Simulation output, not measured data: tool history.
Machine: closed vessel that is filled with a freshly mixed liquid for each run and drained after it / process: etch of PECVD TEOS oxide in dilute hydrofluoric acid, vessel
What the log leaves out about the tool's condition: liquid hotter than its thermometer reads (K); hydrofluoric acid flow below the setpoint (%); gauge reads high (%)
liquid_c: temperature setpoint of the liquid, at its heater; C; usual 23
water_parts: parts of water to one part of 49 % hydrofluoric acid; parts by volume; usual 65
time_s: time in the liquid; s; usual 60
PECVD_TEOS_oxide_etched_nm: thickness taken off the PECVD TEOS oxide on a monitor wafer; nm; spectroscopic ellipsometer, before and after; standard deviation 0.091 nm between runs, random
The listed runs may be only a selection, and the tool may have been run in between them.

run   hour  liquid_c  water_parts  time_s  wafers since the last listed run  hours since the thermometer was replaced  hours since the hydrofluoric acid flow meter was replaced  hours since the gauge calibration  read-back film thickness of the PECVD TEOS oxide reference wafer, read on the same gauge (nm)  PECVD_TEOS_oxide_etched_nm
  1      0        23           65      60                                 0                                    2246.7                                                     2214.1                              655.5                                                                                             50                       17.44
  2   10.2        23           65      60                              1312                                    2256.9                                                     2224.3                              665.7                                                                                             50                       17.26
  3   22.6        23           65      60                              1595                                    2269.3                                                     2236.7                              678.1                                                                                          49.99                       17.13
  4   29.8      20.5           65      60                               926                                    2276.5                                                     2243.9                              685.3                                                                                          50.01                       15.64
  5   40.3      20.5           65      60                              1350                                      2287                                                     2254.4                              695.8                                                                                          49.98                       15.58
  6   50.3        23           65      60                              1286                                      2297                                                     2264.4                              705.8                                                                                          50.02                       17.28
  7   58.2        23           65      60                              1016                                    2304.9                                                     2272.3                              713.7                                                                                             50                       17.21
  8     67        23           65      35                              1132                                    2313.7                                                     2281.1                              722.5                                                                                          49.99                       10.19
  9  119.1        23           55      60                              6703                                    2365.8                                                     2333.2                              774.6                                                                                          50.01                       20.79
 10  136.7        23           65      50                              2264                                    2383.4                                                     2350.8                              792.2                                                                                          49.97                       14.36
 11    154      27.5           65      70                              2225                                    2400.7                                                     2368.1                              809.5                                                                                          50.02                       24.09
 12  168.6        23           65      60                              1878                                    2415.3                                                     2382.7                              824.1                                                                                          49.97                       17.24
     179.7  -- gauge calibrated
 13  216.3        21           75      90                              6137                                      2463                                                     2430.4                               36.6                                                                                          50.01                       20.67
 14  225.6        21           45      90                              1196                                    2472.3                                                     2439.7                               45.9                                                                                          49.99                       35.84
 15  269.6      21.5           90      80                              5661                                    2516.3                                                     2483.7                               89.9                                                                                          50.03                        15.2
     284.4  -- hydrofluoric acid flow meter replaced
 16  285.6        27           85      80                              1929                                    2532.3                                                        1.2                              105.9                                                                                             50                        20.2
 17  297.9        23           65      60                              1582                                    2544.6                                                       13.5                              118.2                                                                                          50.04                       17.41
 18  304.1        18           90      70                               797                                    2550.8                                                       19.7                              124.4                                                                                          50.01                       11.56
 19  321.3      21.5           55      80                              2212                                      2568                                                       36.9                              141.6                                                                                          50.01                        26.3
 20  335.4        23           65      60                              1814                                    2582.1                                                         51                              155.7                                                                                          49.99                        17.5
 21  350.3        23           50      70                              1917                                      2597                                                       65.9                              170.6                                                                                          50.01                       27.44
       368  -- thermometer replaced
 22  368.5        23           65      30                              2212                                       0.5                                                       84.1                              188.8                                                                                             50                        7.87
 23  381.6        23           65      60                              1685                                      13.6                                                       97.2                              201.9                                                                                          49.98                       15.47
 24  395.8        19           40      50                              1826                                      27.8                                                      111.4                              216.1                                                                                             50                       18.58
 25    409      21.5           65      75                              1698                                        41                                                      124.6                              229.3                                                                                          50.03                       18.33
 26  425.3        23           65      85                              2097                                      57.3                                                      140.9                              245.6                                                                                          50.04                       21.99
 27  433.2        23           65      60                              1016                                      65.2                                                      148.8                              253.5                                                                                          49.96                       15.72
 28  475.6      26.5           40      70                              5455                                     107.6                                                      191.2                              295.9                                                                                          49.99                       35.39
 29  485.1        21           65      60                              1222                                     117.1                                                      200.7                              305.4                                                                                             50                       14.59
 30  492.3        23           65      60                               926                                     124.3                                                      207.9                              312.6                                                                                          50.02                       15.64
 31  499.2        23           40      60                               887                                     131.2                                                      214.8                              319.5                                                                                          49.99                       26.49
 32  507.3        21           75      90                              1042                                     139.3                                                      222.9                              327.6                                                                                             50                       18.55
 33  524.3        26           65      85                              2187                                     156.3                                                      239.9                              344.6                                                                                          50.01                       25.17
 34  532.2      26.5           50      30                              1016                                     164.2                                                      247.8                              352.5                                                                                          49.98                       12.04

What if the next run were any one of these 3? Each begins from the tool's condition after run 34:
  A  532.9        23           65      60                                90                                     164.9                                                      248.5                              353.2                                                                                              ?                           ?
  B  532.9        19           65      60                                90                                     164.9                                                      248.5                              353.2                                                                                              ?                           ?
  C  532.9      26.5           85      85                                90                                     164.9                                                      248.5                              353.2                                                                                              ?                           ?

run  read-back film thickness of the PECVD TEOS oxide reference wafer, read on the same gauge (nm)  PECVD_TEOS_oxide_etched_nm
  A                                                                                             50                       15.94
  B                                                                                             50                        13.5
  C                                                                                             50                       19.34
What these runs would have given with no unlogged condition in the tool:
run  PECVD_TEOS_oxide_etched_nm
  A                       15.72
  B                        13.3
  C                       19.09
